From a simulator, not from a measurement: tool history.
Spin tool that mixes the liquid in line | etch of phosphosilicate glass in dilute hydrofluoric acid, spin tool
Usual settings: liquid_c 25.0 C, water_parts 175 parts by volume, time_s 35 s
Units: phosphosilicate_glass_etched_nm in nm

run    hour  liquid_c  water_parts  time_s  wafers since the last listed run  hours since the thermometer was replaced  hours since the hydrofluoric acid flow meter was replaced  hours since the gauge calibration  read-back film thickness of the phosphosilicate glass reference wafer, read on the same gauge (nm)  phosphosilicate_glass_etched_nm
  1     0.0      25.0          140      35                                 0                                      60.4                                                     1083.3                              500.4                                                                                              129.99                            28.45
  2   207.7      25.0          140      35                              2170                                     268.1                                                     1291.0                              708.1                                                                                              130.01                            27.75
      231.5  -- gauge calibrated
  3   276.6      25.0          140      35                               720                                     337.0                                                     1359.9                               45.1                                                                                              129.99                            27.08
  4   362.9      25.0          175      35                               901                                     423.3                                                     1446.2                              131.4                                                                                              130.00                            21.01
  5   402.2      25.0          175      35                               410                                     462.6                                                     1485.5                              170.7                                                                                              130.00                            20.64
  6   435.2      25.0          175      35                               344                                     495.6                                                     1518.5                              203.7                                                                                              130.04                            20.23
  7   470.7      25.0          175      35                               371                                     531.1                                                     1554.0                              239.2                                                                                              130.00                            20.47
  8   522.7      25.0          175      35                               543                                     583.1                                                     1606.0                              291.2                                                                                              130.00                            20.50
  9   548.8      24.0          175      50                               272                                     609.2                                                     1632.1                              317.3                                                                                              130.00                            27.70
 10   605.8      25.0          175      35                               595                                     666.2                                                     1689.1                              374.3                                                                                              130.02                            19.83
 11   654.6      25.0          175      35                               509                                     715.0                                                     1737.9                              423.1                                                                                              130.02                            19.62
 12   696.3      27.0          175      35                               435                                     756.7                                                     1779.6                              464.8                                                                                              130.00                            21.08
      697.9  -- thermometer replaced
 13   748.3      27.0          175      35                               532                                      50.4                                                     1831.6                              516.8                                                                                              129.97                            23.35
 14   774.9      25.0          125      35                               277                                      77.0                                                     1858.2                              543.4                                                                                              130.00                            32.08
      809.9  -- hydrofluoric acid flow meter replaced
 15   819.4      25.0          125      35                               454                                     121.5                                                        9.5                              587.9                                                                                              129.99                            32.00
 16   878.4      25.0          175      35                               616                                     180.5                                                       68.5                              646.9                                                                                              130.03                            21.79
 17   907.1      25.0          175      35                               299                                     209.2                                                       97.2                              675.6                                                                                              130.01                            21.22
 18   978.3      25.0          130      35                               744                                     280.4                                                      168.4                              746.8                                                                                              130.00                            30.30
 19  1032.7      27.5          175      25                               568                                     334.8                                                      222.8                              801.2                                                                                              130.01                            16.75
 20  1096.7      23.5          140      55                               668                                     398.8                                                      286.8                              865.2                                                                                              130.02                            39.99
     1138.2  -- gauge calibrated
 21  1146.7      29.5          150      35                               522                                     448.8                                                      336.8                                8.5                                                                                              129.99                            30.06
 22  1185.2      25.0          175      45                               402                                     487.3                                                      375.3                               47.0                                                                                              130.00                            26.46

Run 23 comes next. What will it give?
 23  1236.1      25.0           85      20                               531                                     538.2                                                      426.2                               97.9                                                                                                   ?                                ?

{"run 23": {"read-back film thickness of the phosphosilicate glass reference wafer, read on the same gauge (nm)": 129.99, "phosphosilicate_glass_etched_nm": 26.66}}
Without the tool's hidden state the same run would have given phosphosilicate_glass_etched_nm 28.66 nm.

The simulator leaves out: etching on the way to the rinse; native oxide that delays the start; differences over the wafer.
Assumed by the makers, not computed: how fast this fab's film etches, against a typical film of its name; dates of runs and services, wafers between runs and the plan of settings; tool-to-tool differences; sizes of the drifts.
